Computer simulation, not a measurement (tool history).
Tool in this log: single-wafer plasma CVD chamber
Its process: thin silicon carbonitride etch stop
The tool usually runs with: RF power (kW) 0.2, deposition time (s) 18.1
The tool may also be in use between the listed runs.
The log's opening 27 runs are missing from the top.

run	hour	RF power (kW)	deposition time (s)	read-back reference wafer on the same gauge, thickness_nm	mean film thickness on the monitor wafer (nm)
28	319.9	0.21	15.2	9.3	8.853
29	334.2	0.18	18.1	9.301	10.149
30	345.1	0.2	18.1	9.302	10.418
31	352.6	0.225	16.3	9.302	9.628
32	361.5	0.165	21.2	9.299	11.638
33	375	0.215	15.6	9.298	9.133
34	390	0.23	16.5	9.302	9.813
35	401.5	0.235	20.4	9.294	12.204
36	414.2	0.19	20	9.302	11.377

Here are 4 independent what-if runs from the current tool condition. What would each one return?
A	414.6	0.2	20.8	?	?
B	414.6	0.185	15.9	?	?
C	414.6	0.175	15.2	?	?
D	414.6	0.18	20	?	?

run	read-back reference wafer on the same gauge, thickness_nm	mean film thickness on the monitor wafer (nm)
A	9.302	11.987
B	9.302	8.993
C	9.302	8.485
D	9.302	11.239
With the hidden condition removed and each run's random variation left untouched, the same runs would have given:
run	mean film thickness on the monitor wafer (nm)
A	12.001
B	9.004
C	8.495
D	11.253
